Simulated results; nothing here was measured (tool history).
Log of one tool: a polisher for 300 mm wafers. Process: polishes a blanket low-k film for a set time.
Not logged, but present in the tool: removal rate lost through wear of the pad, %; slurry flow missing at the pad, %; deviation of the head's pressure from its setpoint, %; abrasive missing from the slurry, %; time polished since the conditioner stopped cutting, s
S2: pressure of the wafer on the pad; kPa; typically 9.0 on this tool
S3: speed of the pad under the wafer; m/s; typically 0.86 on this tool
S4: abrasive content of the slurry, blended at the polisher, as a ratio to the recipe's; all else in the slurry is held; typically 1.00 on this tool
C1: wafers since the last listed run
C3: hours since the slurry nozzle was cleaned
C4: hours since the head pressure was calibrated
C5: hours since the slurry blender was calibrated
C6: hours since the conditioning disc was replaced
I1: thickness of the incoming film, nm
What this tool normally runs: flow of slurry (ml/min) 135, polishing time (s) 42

Run 1, hour 0.0: usual settings; C1 0; wafers polished on this pad 612; C3 311.3; C4 420.8; C5 257.3; C6 208.0; I1 691.1. Result: film removed (angstrom) 115.
Run 2, hour 33.2: usual settings; C1 204; wafers polished on this pad 816; C3 344.5; C4 454.0; C5 290.5; C6 241.2; I1 690.6. Result: film removed (angstrom) 114.
At hour 85.1: slurry nozzle cleaned.
Run 3, hour 101.3: usual settings; C1 412; wafers polished on this pad 1229; C3 16.2; C4 522.1; C5 358.6; C6 309.3; I1 688.3. Result: film removed (angstrom) 117.
Run 4, hour 127.8: usual settings; C1 163; wafers polished on this pad 1392; C3 42.7; C4 548.6; C5 385.1; C6 335.8; I1 683.0. Result: film removed (angstrom) 116.
Run 5, hour 159.1: usual settings; C1 192; wafers polished on this pad 1584; C3 74.0; C4 579.9; C5 416.4; C6 367.1; I1 695.9. Result: film removed (angstrom) 115.
At hour 197.7: slurry blender recalibrated.
At hour 204.6: head pressure recalibrated.
Run 6, hour 212.6: usual settings but flow of slurry (ml/min) 180, S3 1.14 m/s, S4 1.10; C1 304; wafers polished on this pad 1889; C3 127.5; C4 8.0; C5 14.9; C6 420.6; I1 695.0. Result: film removed (angstrom) 147.
Run 7, hour 273.1: usual settings but polishing time (s) 57; C1 372; wafers polished on this pad 2261; C3 188.0; C4 68.5; C5 75.4; C6 481.1; I1 697.7. Result: film removed (angstrom) 153.
At hour 318.7: conditioning disc replaced and pad reconditioned.
Run 8, hour 344.5: usual settings but S3 0.72 m/s, S4 1.25, polishing time (s) 37; C1 426; wafers polished on this pad 2688; C3 259.4; C4 139.9; C5 146.8; C6 25.8; I1 692.4. Result: film removed (angstrom) 103.
Run 9, hour 382.1: usual settings; C1 231; wafers polished on this pad 2920; C3 297.0; C4 177.5; C5 184.4; C6 63.4; I1 694.8. Result: film removed (angstrom) 113.
At hour 401.9: worn pad replaced by a new one.
Run 10, hour 414.4: usual settings but flow of slurry (ml/min) 120, S4 1.10, polishing time (s) 50; C1 174; wafers polished on this pad 77; C3 329.3; C4 209.8; C5 216.7; C6 95.7; I1 686.9. Result: film removed (angstrom) 141.
Run 11, hour 478.6: usual settings but flow of slurry (ml/min) 145, polishing time (s) 56; C1 394; wafers polished on this pad 472; C3 393.5; C4 274.0; C5 280.9; C6 159.9; I1 686.0. Result: film removed (angstrom) 156.
At hour 492.9: slurry nozzle cleaned.
Run 12, hour 525.2: usual settings but S2 6.9 kPa, S3 0.64 m/s, polishing time (s) 29; C1 280; wafers polished on this pad 752; C3 32.3; C4 320.6; C5 327.5; C6 206.5; I1 695.5. Result: film removed (angstrom) 58.
Run 13, hour 574.5: usual settings but S2 11.0 kPa, S3 0.72 m/s; C1 303; wafers polished on this pad 1056; C3 81.6; C4 369.9; C5 376.8; C6 255.8; I1 674.7. Result: film removed (angstrom) 122.
At hour 611.6: slurry blender recalibrated.
Run 14, hour 636.0: usual settings; C1 366; wafers polished on this pad 1422; C3 143.1; C4 431.4; C5 24.4; C6 317.3; I1 679.0. Result: film removed (angstrom) 117.
At hour 682.7: head pressure recalibrated.
At hour 767.8: conditioning disc replaced and pad reconditioned.
Run 15, hour 834.4: usual settings but flow of slurry (ml/min) 180; C1 1196; wafers polished on this pad 2618; C3 341.5; C4 151.7; C5 222.8; C6 66.6; I1 690.4. Result: film removed (angstrom) 119.
Run 16, hour 863.8: usual settings but S2 6.9 kPa; C1 180; wafers polished on this pad 2799; C3 370.9; C4 181.1; C5 252.2; C6 96.0; I1 689.3. Result: film removed (angstrom) 94.
Run 17, hour 915.6: usual settings but S4 1.10, polishing time (s) 53; C1 318; wafers polished on this pad 3117; C3 422.7; C4 232.9; C5 304.0; C6 147.8; I1 687.5. Result: film removed (angstrom) 154.
At hour 921.8: worn pad replaced by a new one.
At hour 928.5: slurry nozzle cleaned.
Run 18, hour 952.4: usual settings but S2 8.3 kPa; C1 195; wafers polished on this pad 182; C3 23.9; C4 269.7; C5 340.8; C6 184.6; I1 685.8. Result: film removed (angstrom) 109.
Run 19, hour 999.9: usual settings but polishing time (s) 36; C1 292; wafers polished on this pad 474; C3 71.4; C4 317.2; C5 388.3; C6 232.1; I1 687.0. Result: film removed (angstrom) 99.
At hour 1017.6: slurry blender recalibrated.
Run 20, hour 1043.2: usual settings; C1 254; wafers polished on this pad 728; C3 114.7; C4 360.5; C5 25.6; C6 275.4; I1 688.8. Result: film removed (angstrom) 114.
Run 21, hour 1109.3: usual settings but flow of slurry (ml/min) 115, S2 11.0 kPa, polishing time (s) 35; C1 406; wafers polished on this pad 1135; C3 180.8; C4 426.6; C5 91.7; C6 341.5; I1 681.1. Result: film removed (angstrom) 113.
Run 22, hour 1152.7: usual settings but flow of slurry (ml/min) 100, S2 10.3 kPa, polishing time (s) 56; C1 267; wafers polished on this pad 1402; C3 224.2; C4 470.0; C5 135.1; C6 384.9; I1 694.9. Result: film removed (angstrom) 164.
Run 23, hour 1200.7: usual settings; C1 295; wafers polished on this pad 1697; C3 272.2; C4 518.0; C5 183.1; C6 432.9; I1 683.8. Result: film removed (angstrom) 115.
At hour 1236.9: conditioning disc replaced and pad reconditioned.
Run 24, hour 1244.4: usual settings but S2 11.0 kPa, S3 1.06 m/s, polishing time (s) 38; C1 256; wafers polished on this pad 1953; C3 315.9; C4 561.7; C5 226.8; C6 7.5; I1 700.2. Result: film removed (angstrom) 135.
At hour 1279.3: head pressure recalibrated.
Run 25, hour 1298.4: usual settings but flow of slurry (ml/min) 110; C1 319; wafers polished on this pad 2273; C3 369.9; C4 19.1; C5 280.8; C6 61.5; I1 691.0. Result: film removed (angstrom) 110.
At hour 1325.3: slurry nozzle cleaned.
Run 26, hour 1347.3: usual settings but S4 1.15; C1 294; wafers polished on this pad 2568; C3 22.0; C4 68.0; C5 329.7; C6 110.4; I1 700.6. Result: film removed (angstrom) 122.

Give the tool's hidden conditions for every run:
removal rate lost through wear of the pad, %: 0 at every run
slurry flow missing at the pad, %: 0 at every run
abrasive missing from the slurry, %: 0 at every run
time polished since the conditioner stopped cutting, s: 0 at every run
H1: deviation of the head's pressure from its setpoint, %
run     H1
  1   4.11
  2    4.2
  3   4.33
  4   4.36
  5    4.4
  6  0.179
  7    1.5
  8   2.59
  9   3.02
 10   3.32
 11   3.79
 12   4.04
 13   4.24
 14   4.43
 15   2.44
 16   2.76
 17   3.21
 18   3.47
 19   3.72
 20   3.91
 21   4.12
 22   4.22
 23   4.31
 24   4.37
 25  0.794
 26   1.83
